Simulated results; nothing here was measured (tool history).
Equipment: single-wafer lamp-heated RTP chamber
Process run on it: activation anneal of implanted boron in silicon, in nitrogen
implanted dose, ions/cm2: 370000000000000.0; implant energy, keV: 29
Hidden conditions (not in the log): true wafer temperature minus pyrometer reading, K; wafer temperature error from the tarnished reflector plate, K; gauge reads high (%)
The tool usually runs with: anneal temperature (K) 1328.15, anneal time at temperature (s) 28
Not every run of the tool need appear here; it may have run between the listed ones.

| run | day | anneal temperature (K) | anneal time at temperature (s) | wafers since the last listed run | wafers since the last pyrometer calibration | wafers since the reflector plate was cleaned | hours since the gauge calibration | read-back reference wafer on the same gauge, sheet resistance | sheet resistance of the implanted and annealed layer (ohm/square) |
|---|---|---|---|---|---|---|---|---|---|
| 1 | 0 | 1317.15 | 28 | 0 | 599 | 3622 | 1008.5 | 258.74 | 245.92 |
| 2 | 1.742 | 1317.15 | 28 | 364 | 964 | 3987 | 1050.3 | 258.91 | 246.2 |
| 3 | 4.342 | 1349.15 | 28 | 544 | 1509 | 4532 | 1112.7 | 258.8 | 244.05 |
|  | 5.579 | reflector plate cleaned |
| 4 | 7.179 | 1349.15 | 28 | 524 | 2033 | 334 | 1180.8 | 258.86 | 244.3 |
| 5 | 9.017 | 1321.15 | 20 | 384 | 2418 | 719 | 1224.9 | 258.58 | 245.99 |
| 6 | 11.317 | 1321.15 | 20 | 481 | 2900 | 1201 | 1280.1 | 258.69 | 245.49 |
| 7 | 12.408 | 1339.15 | 28 | 228 | 3129 | 1430 | 1306.3 | 258.57 | 244.95 |
|  | 13.225 | pyrometer window cleaned and pyrometer calibrated |
| 8 | 14.283 | 1339.15 | 28 | 322 | 221 | 1753 | 1351.3 | 258.61 | 244.35 |
| 9 | 16.612 | 1328.15 | 28 | 487 | 709 | 2241 | 1407.2 | 258.55 | 244.1 |
|  | 17.346 | gauge calibrated |
| 10 | 17.921 | 1328.15 | 28 | 274 | 983 | 2515 | 13.8 | 260.3 | 245.97 |
| 11 | 19.492 | 1328.15 | 28 | 329 | 1312 | 2844 | 51.5 | 260.06 | 246.56 |
| 12 | 20.542 | 1328.15 | 28 | 219 | 1532 | 3064 | 76.7 | 260.3 | 246.07 |
| 13 | 22.571 | 1328.15 | 28 | 425 | 1957 | 3489 | 125.4 | 260.04 | 246.88 |
| 14 | 24.133 | 1314.15 | 20 | 327 | 2284 | 3816 | 162.9 | 260.18 | 247.79 |
| 15 | 26.971 | 1328.15 | 28 | 594 | 2879 | 4411 | 231 | 260.16 | 246.04 |
|  | 30.146 | reflector plate cleaned |
| 16 | 30.167 | 1350.15 | 36 | 599 | 3479 | 4 | 307.7 | 259.73 | 244.81 |
| 17 | 30.933 | 1336.15 | 37 | 160 | 3639 | 164 | 326.1 | 259.96 | 245.41 |
|  | 32.071 | pyrometer window cleaned and pyrometer calibrated |
| 18 | 32.138 | 1319.15 | 39 | 182 | 13 | 347 | 355 | 259.81 | 246.29 |
| 19 | 34.608 | 1328.15 | 20 | 517 | 531 | 864 | 414.3 | 259.69 | 246.29 |
| 20 | 37.246 | 1328.15 | 14 | 552 | 1084 | 1417 | 477.6 | 259.66 | 246.91 |
| 21 | 38.321 | 1302.15 | 17 | 225 | 1309 | 1642 | 503.4 | 259.73 | 248.61 |
| 22 | 40.096 | 1328.15 | 28 | 371 | 1681 | 2014 | 546 | 259.6 | 245.51 |
| 23 | 42.042 | 1356.15 | 43 | 407 | 2088 | 2421 | 592.7 | 259.53 | 243.55 |
| 24 | 43.325 | 1317.15 | 28 | 268 | 2357 | 2690 | 623.5 | 259.48 | 246.13 |
| 25 | 44.696 | 1300.15 | 38 | 287 | 2644 | 2977 | 656.4 | 259.57 | 247.34 |
| 26 | 47.079 | 1320.15 | 28 | 499 | 3144 | 3477 | 713.6 | 259.56 | 245.51 |
| 27 | 48.975 | 1328.15 | 28 | 397 | 3541 | 3874 | 759.1 | 259.44 | 245.37 |
| 28 | 51.904 | 1301.15 | 20 | 613 | 4154 | 4488 | 829.4 | 259.37 | 247.88 |
|  | 52.55 | pyrometer window cleaned and pyrometer calibrated |
| 29 | 54.829 | 1343.15 | 41 | 542 | 477 | 5031 | 899.6 | 259.15 | 243.56 |
| 30 | 57.312 | 1328.15 | 28 | 520 | 997 | 5551 | 959.2 | 259.05 | 245.34 |
|  | 57.646 | reflector plate cleaned |
| 31 | 59.546 | 1328.15 | 28 | 398 | 1395 | 398 | 1012.8 | 259.16 | 245.12 |
| 32 | 62.954 | 1328.15 | 28 | 714 | 2109 | 1112 | 1094.6 | 258.9 | 245.35 |
| 33 | 64.879 | 1328.15 | 28 | 403 | 2513 | 1515 | 1140.8 | 258.89 | 245.37 |
| 34 | 66.9 | 1328.15 | 13 | 423 | 2936 | 1938 | 1189.3 | 258.65 | 246.28 |
| 35 | 68.025 | 1342.15 | 35 | 235 | 3172 | 2174 | 1216.3 | 258.73 | 243.97 |

Here are 5 independent what-if runs from the current tool condition. What would each one return?
| A | 68.042 | 1328.15 | 28 | 3 | 3175 | 2178 | 1216.7 | ? | ? |
| B | 68.042 | 1356.15 | 19 | 3 | 3175 | 2178 | 1216.7 | ? | ? |
| C | 68.042 | 1304.15 | 38 | 3 | 3175 | 2178 | 1216.7 | ? | ? |
| D | 68.042 | 1314.15 | 15 | 3 | 3175 | 2178 | 1216.7 | ? | ? |
| E | 68.042 | 1339.15 | 18 | 3 | 3175 | 2178 | 1216.7 | ? | ? |

| run | read-back reference wafer on the same gauge, sheet resistance | sheet resistance of the implanted and annealed layer (ohm/square) |
|---|---|---|
| A | 259 | 244.59 |
| B | 259 | 244.43 |
| C | 259 | 245.51 |
| D | 259 | 246.7 |
| E | 259 | 245.08 |
Take away the tool's hidden state, keep each run's random variation, and the runs would have read:
| run | sheet resistance of the implanted and annealed layer (ohm/square) |
|---|---|
| A | 245.73 |
| B | 245.57 |
| C | 246.66 |
| D | 247.86 |
| E | 246.22 |

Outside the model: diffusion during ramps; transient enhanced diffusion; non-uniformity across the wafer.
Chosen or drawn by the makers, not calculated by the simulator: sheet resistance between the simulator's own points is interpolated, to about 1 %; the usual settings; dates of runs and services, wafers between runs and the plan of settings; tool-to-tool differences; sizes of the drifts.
